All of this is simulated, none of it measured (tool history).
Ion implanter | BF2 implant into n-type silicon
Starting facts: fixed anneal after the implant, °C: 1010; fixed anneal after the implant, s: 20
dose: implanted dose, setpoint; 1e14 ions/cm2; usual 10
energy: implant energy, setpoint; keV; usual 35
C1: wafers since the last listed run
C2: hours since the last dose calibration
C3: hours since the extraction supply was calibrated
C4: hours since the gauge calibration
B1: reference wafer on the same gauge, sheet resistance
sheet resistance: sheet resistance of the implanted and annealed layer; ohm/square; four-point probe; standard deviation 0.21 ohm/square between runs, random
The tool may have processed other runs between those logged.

Run 1, hour 0: usual settings; C1 0; C2 1786.3; C3 6562.9; C4 263.5; B1 119.06. Result: sheet resistance 143.6 ohm/square.
Run 2, hour 8.6: usual settings; C1 96; C2 1794.9; C3 6571.5; C4 272.1; B1 118.95. Result: sheet resistance 143.6 ohm/square.
Run 3, hour 17.9: usual settings but dose 8.91 1e14 ions/cm2; C1 104; C2 1804.2; C3 6580.8; C4 281.4; B1 118.94. Result: sheet resistance 153.5 ohm/square.
Run 4, hour 26.8: usual settings but dose 8.91 1e14 ions/cm2; C1 99; C2 1813.1; C3 6589.7; C4 290.3; B1 119.01. Result: sheet resistance 153.7 ohm/square.
Run 5, hour 41.6: usual settings; C1 165; C2 1827.9; C3 6604.5; C4 305.1; B1 119.02. Result: sheet resistance 144.16 ohm/square.
Run 6, hour 58: usual settings; C1 183; C2 1844.3; C3 6620.9; C4 321.5; B1 119.03. Result: sheet resistance 143.86 ohm/square.
Run 7, hour 72.4: usual settings; C1 161; C2 1858.7; C3 6635.3; C4 335.9; B1 118.96. Result: sheet resistance 144.28 ohm/square.
Run 8, hour 86.5: usual settings; C1 158; C2 1872.8; C3 6649.4; C4 350; B1 119.01. Result: sheet resistance 143.66 ohm/square.
Run 9, hour 95: usual settings; C1 95; C2 1881.3; C3 6657.9; C4 358.5; B1 119. Result: sheet resistance 144.31 ohm/square.
Run 10, hour 107.9: usual settings; C1 144; C2 1894.2; C3 6670.8; C4 371.4; B1 119. Result: sheet resistance 144.33 ohm/square.
Run 11, hour 120.4: usual settings; C1 140; C2 1906.7; C3 6683.3; C4 383.9; B1 118.99. Result: sheet resistance 144.06 ohm/square.
Run 12, hour 137.3: usual settings; C1 189; C2 1923.6; C3 6700.2; C4 400.8; B1 119.05. Result: sheet resistance 144.62 ohm/square.
Run 13, hour 143.6: usual settings but energy 39 keV; C1 70; C2 1929.9; C3 6706.5; C4 407.1; B1 119.01. Result: sheet resistance 139.34 ohm/square.
Run 14, hour 155.4: usual settings but energy 39 keV; C1 132; C2 1941.7; C3 6718.3; C4 418.9; B1 119. Result: sheet resistance 139.2 ohm/square.
At hour 163: gauge calibrated.
Run 15, hour 171.9: usual settings but energy 43 keV; C1 184; C2 1958.2; C3 6734.8; C4 8.9; B1 119.02. Result: sheet resistance 135.71 ohm/square.
Run 16, hour 189: usual settings; C1 191; C2 1975.3; C3 6751.9; C4 26; B1 119. Result: sheet resistance 144.48 ohm/square.
Run 17, hour 195.9: usual settings; C1 77; C2 1982.2; C3 6758.8; C4 32.9; B1 119. Result: sheet resistance 144.35 ohm/square.
At hour 205.7: extraction supply calibrated.
Run 18, hour 207.1: usual settings but dose 11.66 1e14 ions/cm2, energy 24 keV; C1 35; C2 1993.4; C3 1.4; C4 44.1; B1 119.01. Result: sheet resistance 155.22 ohm/square.
Run 19, hour 222.7: usual settings but dose 12.28 1e14 ions/cm2, energy 43 keV; C1 174; C2 2009; C3 17; C4 59.7; B1 118.97. Result: sheet resistance 121.81 ohm/square.
Run 20, hour 228.9: usual settings but dose 8.96 1e14 ions/cm2, energy 44.5 keV; C1 69; C2 2015.2; C3 23.2; C4 65.9; B1 118.99. Result: sheet resistance 144.81 ohm/square.
Run 21, hour 245.3: usual settings but dose 8.73 1e14 ions/cm2, energy 43.5 keV; C1 183; C2 2031.6; C3 39.6; C4 82.3; B1 118.98. Result: sheet resistance 147.92 ohm/square.
Run 22, hour 251.8: usual settings but dose 8.41 1e14 ions/cm2, energy 23.5 keV; C1 72; C2 2038.1; C3 46.1; C4 88.8; B1 119.03. Result: sheet resistance 180.46 ohm/square.
Run 23, hour 263.8: usual settings but dose 8.39 1e14 ions/cm2, energy 30 keV; C1 134; C2 2050.1; C3 58.1; C4 100.8; B1 118.94. Result: sheet resistance 167.57 ohm/square.
Run 24, hour 280: usual settings; C1 181; C2 2066.3; C3 74.3; C4 117; B1 119.03. Result: sheet resistance 144.79 ohm/square.
At hour 290.4: Faraday cup replaced and dose calibrated.
Run 25, hour 292.8: usual settings but dose 12.47 1e14 ions/cm2, energy 41.5 keV; C1 53; C2 2.4; C3 87.1; C4 129.8; B1 118.98. Result: sheet resistance 120.41 ohm/square.
Run 26, hour 300.1: usual settings but dose 9.2 1e14 ions/cm2, energy 26 keV; C1 81; C2 9.7; C3 94.4; C4 137.1; B1 118.97. Result: sheet resistance 162.99 ohm/square.
Run 27, hour 310.7: usual settings but dose 7.11 1e14 ions/cm2, energy 29.5 keV; C1 118; C2 20.3; C3 105; C4 147.7; B1 119.05. Result: sheet resistance 181.7 ohm/square.
Run 28, hour 317.5: usual settings; C1 76; C2 27.1; C3 111.8; C4 154.5; B1 118.96. Result: sheet resistance 141.52 ohm/square.
Run 29, hour 343.3: usual settings but energy 31.5 keV; C1 289; C2 52.9; C3 137.6; C4 180.3; B1 119. Result: sheet resistance 146.92 ohm/square.
Run 30, hour 359.4: usual settings; C1 180; C2 69; C3 153.7; C4 196.4; B1 119. Result: sheet resistance 141.3 ohm/square.
Run 31, hour 370.6: usual settings; C1 125; C2 80.2; C3 164.9; C4 207.6; B1 119.03. Result: sheet resistance 141.56 ohm/square.
Run 32, hour 385.1: usual settings but dose 11.98 1e14 ions/cm2, energy 27 keV; C1 162; C2 94.7; C3 179.4; C4 222.1; B1 119.04. Result: sheet resistance 144.92 ohm/square.
Run 33, hour 391.6: usual settings but dose 7.13 1e14 ions/cm2, energy 27 keV; C1 72; C2 101.2; C3 185.9; C4 228.6; B1 118.99. Result: sheet resistance 185.52 ohm/square.
Run 34, hour 399.3: usual settings but energy 28.5 keV; C1 86; C2 108.9; C3 193.6; C4 236.3; B1 119.01. Result: sheet resistance 152.23 ohm/square.
Run 35, hour 408: usual settings but dose 12.89 1e14 ions/cm2, energy 40.5 keV; C1 97; C2 117.6; C3 202.3; C4 245; B1 118.97. Result: sheet resistance 120.29 ohm/square.

Alternative continuations, all from the tool just after run 35; predict every row:
Run A, hour 408.4: usual settings but energy 38 keV; C1 4; C2 118; C3 202.7; C4 245.4; B1 ?. Result: sheet resistance ?.
Run B, hour 408.4: usual settings but dose 8.62 1e14 ions/cm2, energy 46.5 keV; C1 4; C2 118; C3 202.7; C4 245.4; B1 ?. Result: sheet resistance ?.
Run C, hour 408.4: usual settings but dose 11.88 1e14 ions/cm2; C1 4; C2 118; C3 202.7; C4 245.4; B1 ?. Result: sheet resistance ?.
Run D, hour 408.4: usual settings but dose 12.77 1e14 ions/cm2, energy 46 keV; C1 4; C2 118; C3 202.7; C4 245.4; B1 ?. Result: sheet resistance ?.
Run E, hour 408.4: usual settings but dose 11.46 1e14 ions/cm2, energy 29 keV; C1 4; C2 118; C3 202.7; C4 245.4; B1 ?. Result: sheet resistance ?.

run      B1  sheet resistance
  A  118.99            137.87
  B  118.99            143.27
  C  118.99             131.2
  D  118.99            114.86
  E  118.99            143.25
Had the tool no hidden state, the same runs would have come out as:
run  sheet resistance
  A            137.64
  B            142.96
  C            131.04
  D            114.72
  E            143.09
